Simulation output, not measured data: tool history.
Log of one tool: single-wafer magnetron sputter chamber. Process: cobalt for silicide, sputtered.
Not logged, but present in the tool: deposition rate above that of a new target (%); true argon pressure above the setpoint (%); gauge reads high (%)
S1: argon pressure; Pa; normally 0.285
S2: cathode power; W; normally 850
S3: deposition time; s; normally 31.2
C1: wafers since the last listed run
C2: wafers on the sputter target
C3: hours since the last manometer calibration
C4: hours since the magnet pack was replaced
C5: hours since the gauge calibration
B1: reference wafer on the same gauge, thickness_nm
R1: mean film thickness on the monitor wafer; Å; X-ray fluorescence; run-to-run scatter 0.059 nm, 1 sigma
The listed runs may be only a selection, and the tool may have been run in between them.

| run | hour | S1 | S2 | S3 | C1 | C2 | C3 | C4 | C5 | B1 | R1 |
|---|---|---|---|---|---|---|---|---|---|---|---|
| 1 | 0.0 | 0.208 | 700 | 31.2 | 0 | 937 | 544.8 | 10093.1 | 466.3 | 15.298 | 105.99 |
| 2 | 56.3 | 0.285 | 800 | 26.6 | 881 | 1819 | 601.1 | 10149.4 | 522.6 | 15.295 | 98.67 |
| 3 | 106.0 | 0.285 | 800 | 26.6 | 778 | 2597 | 650.8 | 10199.1 | 572.3 | 15.306 | 98.13 |
| 4 | 131.7 | 0.285 | 800 | 26.6 | 402 | 3000 | 676.5 | 10224.8 | 598.0 | 15.271 | 98.30 |
| 5 | 189.2 | 0.285 | 700 | 31.2 | 900 | 3901 | 734.0 | 10282.3 | 655.5 | 15.313 | 100.35 |
| 6 | 252.3 | 0.285 | 700 | 31.2 | 988 | 4889 | 797.1 | 10345.4 | 718.6 | 15.307 | 99.51 |
| 7 | 278.0 | 0.285 | 850 | 31.2 | 402 | 5292 | 822.8 | 10371.1 | 744.3 | 15.292 | 120.64 |
|  | 321.9 | sputter target and shields replaced |
| 8 | 343.8 | 0.285 | 850 | 27.6 | 905 | 343 | 888.6 | 10436.9 | 810.1 | 15.300 | 111.52 |
| 9 | 380.4 | 0.285 | 850 | 27.6 | 573 | 917 | 925.2 | 10473.5 | 846.7 | 15.303 | 109.38 |
| 10 | 419.1 | 0.285 | 850 | 31.2 | 606 | 1523 | 963.9 | 10512.2 | 885.4 | 15.301 | 122.31 |
| 11 | 457.4 | 0.373 | 750 | 34.1 | 599 | 2123 | 1002.2 | 10550.5 | 923.7 | 15.302 | 114.47 |
|  | 495.1 | magnet pack replaced |
| 12 | 495.7 | 0.285 | 950 | 33.9 | 474 | 2598 | 1040.5 | 0.6 | 962.0 | 15.292 | 146.87 |
|  | 508.1 | capacitance manometer re-zeroed and calibrated |
| 13 | 561.0 | 0.218 | 950 | 27.7 | 897 | 3495 | 52.9 | 65.9 | 1027.3 | 15.300 | 122.14 |
|  | 575.5 | gauge calibrated |
| 14 | 603.4 | 0.397 | 950 | 35.6 | 664 | 4160 | 95.3 | 108.3 | 27.9 | 15.299 | 148.57 |
| 15 | 630.3 | 0.285 | 800 | 31.2 | 421 | 4581 | 122.2 | 135.2 | 54.8 | 15.311 | 112.68 |
| 16 | 674.1 | 0.208 | 700 | 31.2 | 686 | 5267 | 166.0 | 179.0 | 98.6 | 15.306 | 101.84 |
|  | 691.1 | sputter target and shields replaced |
| 17 | 710.6 | 0.333 | 850 | 31.2 | 446 | 305 | 202.5 | 215.5 | 135.1 | 15.289 | 124.62 |
| 18 | 742.1 | 0.285 | 850 | 31.2 | 493 | 798 | 234.0 | 247.0 | 166.6 | 15.301 | 124.82 |
| 19 | 804.8 | 0.191 | 850 | 31.2 | 982 | 1780 | 296.7 | 309.7 | 229.3 | 15.301 | 127.40 |
| 20 | 854.6 | 0.359 | 850 | 31.2 | 780 | 2560 | 346.5 | 359.5 | 279.1 | 15.310 | 119.10 |
| 21 | 917.3 | 0.285 | 850 | 29.0 | 982 | 3543 | 409.2 | 422.2 | 341.8 | 15.284 | 113.72 |

Run-by-run hidden state of the tool:
true argon pressure above the setpoint (%): 0, the same for each run
gauge reads high (%): 0, the same for each run
H1: deposition rate above that of a new target (%)
| run | H1 |
|---|---|
| 1 | -2.23 |
| 2 | -3.48 |
| 3 | -4.21 |
| 4 | -4.49 |
| 5 | -4.95 |
| 6 | -5.27 |
| 7 | -5.36 |
| 8 | -1.54 |
| 9 | -2.7 |
| 10 | -3.63 |
| 11 | -4.31 |
| 12 | -4.81 |
| 13 | -5.4 |
| 14 | -5.64 |
| 15 | -5.76 |
| 16 | -5.91 |
| 17 | -0.888 |
| 18 | -1.93 |
| 19 | -3.39 |
| 20 | -4.14 |
| 21 | -4.75 |

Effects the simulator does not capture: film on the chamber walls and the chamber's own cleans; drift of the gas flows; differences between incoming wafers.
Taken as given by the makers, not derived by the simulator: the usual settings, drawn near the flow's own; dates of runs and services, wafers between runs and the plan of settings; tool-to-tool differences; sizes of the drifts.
